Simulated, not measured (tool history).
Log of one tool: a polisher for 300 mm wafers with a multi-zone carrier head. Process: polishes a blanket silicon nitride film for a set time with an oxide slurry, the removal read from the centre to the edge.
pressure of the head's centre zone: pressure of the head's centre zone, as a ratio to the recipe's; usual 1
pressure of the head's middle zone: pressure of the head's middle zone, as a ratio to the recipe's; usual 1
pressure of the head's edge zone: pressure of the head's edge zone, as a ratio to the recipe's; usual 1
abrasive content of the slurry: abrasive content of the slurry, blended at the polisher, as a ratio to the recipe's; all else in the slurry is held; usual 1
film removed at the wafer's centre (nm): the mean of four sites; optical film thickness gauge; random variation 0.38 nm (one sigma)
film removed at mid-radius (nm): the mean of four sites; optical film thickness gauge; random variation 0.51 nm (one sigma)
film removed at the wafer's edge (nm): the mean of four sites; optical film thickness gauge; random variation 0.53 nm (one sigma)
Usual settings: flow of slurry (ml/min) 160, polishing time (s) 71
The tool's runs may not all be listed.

| run | day | flow of slurry (ml/min) | pressure of the head's centre zone | pressure of the head's middle zone | pressure of the head's edge zone | abrasive content of the slurry | polishing time (s) | incoming thickness of the incoming film, nm | film removed at the wafer's centre (nm) | film removed at mid-radius (nm) | film removed at the wafer's edge (nm) |
|---|---|---|---|---|---|---|---|---|---|---|---|
| 1 | 0 | 160 | 1 | 1 | 1 | 1 | 71 | 342.3 | 39.3 | 38.6 | 37.9 |
| 2 | 0.954 | 120 | 1 | 1 | 0.96 | 1 | 71 | 337.9 | 36.2 | 37 | 36.3 |
| 3 | 2.292 | 160 | 1.07 | 0.97 | 0.89 | 1 | 58 | 336.5 | 33.1 | 30.6 | 29.4 |
| 4 | 2.929 | 160 | 1.07 | 0.97 | 0.89 | 1 | 58 | 339.8 | 33.1 | 31.1 | 28.6 |
| 5 | 4.129 | 105 | 1 | 1 | 1.09 | 1.25 | 71 | 342.2 | 38.3 | 39 | 41.2 |
| 6 | 4.892 | 160 | 0.93 | 1 | 1 | 0.85 | 71 | 343.3 | 31.5 | 34.9 | 32.5 |
| 7 | 5.567 | 160 | 1 | 1 | 1 | 1 | 57 | 339.2 | 30 | 30.2 | 29.3 |
|  | 6.617 | worn pad replaced by a new one |
| 8 | 6.875 | 205 | 1 | 1 | 1 | 1.25 | 71 | 346.1 | 48 | 48.2 | 46.9 |
|  | 7.975 | centre zone pressure recalibrated |
| 9 | 8.3 | 160 | 1 | 1 | 0.91 | 1 | 71 | 341.6 | 39.8 | 39.7 | 36.5 |
| 10 | 9.621 | 160 | 1 | 1 | 1 | 1 | 84 | 340.4 | 45.6 | 46.2 | 44.3 |
|  | 10.288 | slurry nozzle cleaned |
| 11 | 10.338 | 160 | 1 | 1 | 1 | 1 | 71 | 334.1 | 38.6 | 38.8 | 37.5 |
| 12 | 11.079 | 160 | 1 | 0.92 | 1.1 | 1 | 71 | 344.9 | 38.5 | 37 | 39.1 |
| 13 | 11.717 | 195 | 1.08 | 1 | 1 | 1 | 71 | 335.7 | 43.1 | 39 | 38.3 |
| 14 | 13.208 | 130 | 1 | 0.96 | 1 | 1.1 | 96 | 339.2 | 52 | 50.4 | 51.3 |
| 15 | 13.729 | 205 | 0.94 | 1 | 1 | 1 | 71 | 341 | 37.4 | 39.5 | 37.7 |
| 16 | 14.254 | 105 | 1.09 | 0.9 | 1 | 1 | 86 | 339.7 | 43.7 | 38.6 | 41.9 |
|  | 15.4 | worn pad replaced by a new one |
| 17 | 15.533 | 160 | 1 | 1 | 1 | 1 | 71 | 333.2 | 40.9 | 42.6 | 39.7 |
|  | 16.554 | edge zone pressure recalibrated |
| 18 | 16.8 | 160 | 1 | 0.92 | 1 | 1 | 71 | 337.8 | 40 | 37.8 | 39.2 |
| 19 | 18.117 | 160 | 1 | 1 | 0.93 | 1 | 71 | 335.2 | 38.9 | 38.4 | 36.2 |
| 20 | 18.688 | 160 | 1 | 1.07 | 1.11 | 1 | 71 | 337.3 | 38.6 | 41.2 | 39.5 |
| 21 | 19.767 | 160 | 1 | 1 | 1 | 1 | 71 | 337.2 | 37.7 | 38.6 | 37 |

Forecast each of these 5 alternatives for the next run:
| A | 19.783 | 160 | 1 | 1 | 1 | 1 | 71 | 340.5 | ? | ? | ? |
| B | 19.783 | 105 | 1.1 | 0.96 | 0.9 | 1 | 71 | 340.5 | ? | ? | ? |
| C | 19.783 | 160 | 1 | 1 | 1 | 1 | 47 | 340.5 | ? | ? | ? |
| D | 19.783 | 105 | 1 | 1 | 1 | 1 | 86 | 340.5 | ? | ? | ? |
| E | 19.783 | 115 | 1 | 0.89 | 1 | 1 | 71 | 340.5 | ? | ? | ? |

| run | film removed at the wafer's centre (nm) | film removed at mid-radius (nm) | film removed at the wafer's edge (nm) |
|---|---|---|---|
| A | 37.8 | 37.7 | 37.9 |
| B | 37.3 | 33.4 | 34.2 |
| C | 25 | 25 | 25.1 |
| D | 41.1 | 41.6 | 43 |
| E | 34.8 | 32.6 | 36.1 |
Without the tool's hidden state the same runs would have given:
| run | film removed at the wafer's centre (nm) | film removed at mid-radius (nm) | film removed at the wafer's edge (nm) |
|---|---|---|---|
| A | 40.7 | 40.7 | 40.9 |
| B | 40.2 | 36 | 36.9 |
| C | 27 | 26.9 | 27.1 |
| D | 44.3 | 44.8 | 46.3 |
| E | 37.6 | 35.2 | 38.9 |
